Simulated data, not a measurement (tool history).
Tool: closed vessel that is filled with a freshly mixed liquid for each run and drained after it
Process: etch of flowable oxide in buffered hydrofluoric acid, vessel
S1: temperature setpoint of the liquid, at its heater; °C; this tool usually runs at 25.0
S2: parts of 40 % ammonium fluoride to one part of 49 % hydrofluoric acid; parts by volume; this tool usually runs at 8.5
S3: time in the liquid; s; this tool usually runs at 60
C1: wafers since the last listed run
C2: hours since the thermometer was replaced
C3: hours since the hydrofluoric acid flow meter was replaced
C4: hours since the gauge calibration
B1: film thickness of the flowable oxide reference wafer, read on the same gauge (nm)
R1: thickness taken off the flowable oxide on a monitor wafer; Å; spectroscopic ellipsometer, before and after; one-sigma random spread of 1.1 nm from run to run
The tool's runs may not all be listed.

| run | hour | S1 | S2 | S3 | C1 | C2 | C3 | C4 | B1 | R1 |
|---|---|---|---|---|---|---|---|---|---|---|
| 1 | 0.0 | 25.0 | 8.5 | 60 | 0 | 451.3 | 1439.6 | 826.5 | 60.02 | 1221.4 |
| 2 | 16.9 | 25.0 | 8.5 | 80 | 1924 | 468.2 | 1456.5 | 843.4 | 60.00 | 1616.4 |
| 3 | 30.1 | 25.0 | 8.5 | 80 | 1502 | 481.4 | 1469.7 | 856.6 | 60.00 | 1638.9 |
| 4 | 56.8 | 29.0 | 8.5 | 60 | 3039 | 508.1 | 1496.4 | 883.3 | 60.00 | 1492.5 |
| 5 | 78.2 | 25.0 | 8.5 | 60 | 2436 | 529.5 | 1517.8 | 904.7 | 60.01 | 1183.7 |
| 6 | 96.4 | 25.0 | 8.5 | 60 | 2072 | 547.7 | 1536.0 | 922.9 | 59.98 | 1202.5 |
|  | 97.0 | gauge calibrated |
| 7 | 124.6 | 23.0 | 8.5 | 60 | 3210 | 575.9 | 1564.2 | 27.6 | 60.00 | 1077.7 |
| 8 | 140.0 | 25.0 | 8.5 | 60 | 1753 | 591.3 | 1579.6 | 43.0 | 60.01 | 1198.1 |
| 9 | 173.2 | 25.0 | 8.5 | 60 | 3780 | 624.5 | 1612.8 | 76.2 | 59.99 | 1213.1 |
| 10 | 191.0 | 25.0 | 8.5 | 60 | 2026 | 642.3 | 1630.6 | 94.0 | 60.00 | 1195.1 |
| 11 | 267.7 | 28.0 | 6.0 | 40 | 8732 | 719.0 | 1707.3 | 170.7 | 60.01 | 1314.8 |
| 12 | 289.9 | 28.0 | 8.5 | 75 | 2527 | 741.2 | 1729.5 | 192.9 | 60.00 | 1766.0 |
| 13 | 316.5 | 29.5 | 7.0 | 35 | 3028 | 767.8 | 1756.1 | 219.5 | 60.00 | 1071.5 |
| 14 | 369.8 | 25.0 | 10.5 | 60 | 6068 | 821.1 | 1809.4 | 272.8 | 60.00 | 978.0 |
| 15 | 393.2 | 20.0 | 10.5 | 60 | 2664 | 844.5 | 1832.8 | 296.2 | 59.99 | 740.1 |
| 16 | 429.2 | 25.0 | 8.5 | 60 | 4098 | 880.5 | 1868.8 | 332.2 | 60.00 | 1190.4 |
| 17 | 454.1 | 25.0 | 8.5 | 60 | 2835 | 905.4 | 1893.7 | 357.1 | 60.00 | 1168.1 |
| 18 | 488.6 | 29.0 | 8.5 | 60 | 3928 | 939.9 | 1928.2 | 391.6 | 60.01 | 1481.9 |
|  | 490.8 | thermometer replaced |
| 19 | 504.6 | 29.5 | 10.5 | 40 | 1707 | 13.8 | 1944.2 | 407.6 | 60.03 | 818.5 |
| 20 | 537.5 | 25.0 | 8.5 | 85 | 3745 | 46.7 | 1977.1 | 440.5 | 60.01 | 1679.1 |
| 21 | 555.3 | 25.0 | 8.5 | 40 | 2026 | 64.5 | 1994.9 | 458.3 | 60.02 | 796.4 |
| 22 | 585.5 | 20.5 | 6.5 | 85 | 3438 | 94.7 | 2025.1 | 488.5 | 60.01 | 1681.4 |
| 23 | 598.5 | 29.0 | 9.5 | 50 | 1480 | 107.7 | 2038.1 | 501.5 | 60.00 | 1095.8 |
|  | 614.7 | hydrofluoric acid flow meter replaced |
| 24 | 705.2 | 22.5 | 8.5 | 45 | 12034 | 214.4 | 90.5 | 608.2 | 60.01 | 868.8 |
| 25 | 729.9 | 23.5 | 10.5 | 60 | 2812 | 239.1 | 115.2 | 632.9 | 59.99 | 1016.1 |
| 26 | 763.9 | 28.5 | 8.5 | 80 | 3871 | 273.1 | 149.2 | 666.9 | 60.02 | 2099.0 |
| 27 | 799.3 | 25.0 | 5.0 | 60 | 4030 | 308.5 | 184.6 | 702.3 | 60.01 | 2145.9 |
| 28 | 815.1 | 25.0 | 8.5 | 60 | 1798 | 324.3 | 200.4 | 718.1 | 59.99 | 1306.7 |
| 29 | 838.3 | 25.0 | 8.5 | 60 | 2641 | 347.5 | 223.6 | 741.3 | 59.99 | 1308.0 |
| 30 | 854.7 | 29.5 | 8.5 | 60 | 1867 | 363.9 | 240.0 | 757.7 | 59.99 | 1670.6 |
| 31 | 869.2 | 21.0 | 11.5 | 85 | 1650 | 378.4 | 254.5 | 772.2 | 60.03 | 1141.6 |
| 32 | 887.4 | 27.0 | 6.0 | 50 | 2072 | 396.6 | 272.7 | 790.4 | 60.00 | 1737.7 |
| 33 | 910.6 | 20.5 | 6.5 | 85 | 2641 | 419.8 | 295.9 | 813.6 | 60.00 | 1896.8 |
| 34 | 943.8 | 23.0 | 8.5 | 90 | 3780 | 453.0 | 329.1 | 846.8 | 59.99 | 1729.0 |

Alternative continuations, all from the tool just after run 34; predict every row:
| A | 944.5 | 25.0 | 5.5 | 60 | 79 | 453.7 | 329.8 | 847.5 | ? | ? |
| B | 944.5 | 22.5 | 9.5 | 30 | 79 | 453.7 | 329.8 | 847.5 | ? | ? |
| C | 944.5 | 22.0 | 10.0 | 95 | 79 | 453.7 | 329.8 | 847.5 | ? | ? |

| run | B1 | R1 |
|---|---|---|
| A | 60.00 | 1969.3 |
| B | 60.00 | 518.2 |
| C | 60.00 | 1527.1 |
Had the tool no hidden state, the same runs would have come out as:
| run | R1 |
|---|---|
| A | 2028.8 |
| B | 529.8 |
| C | 1580.1 |
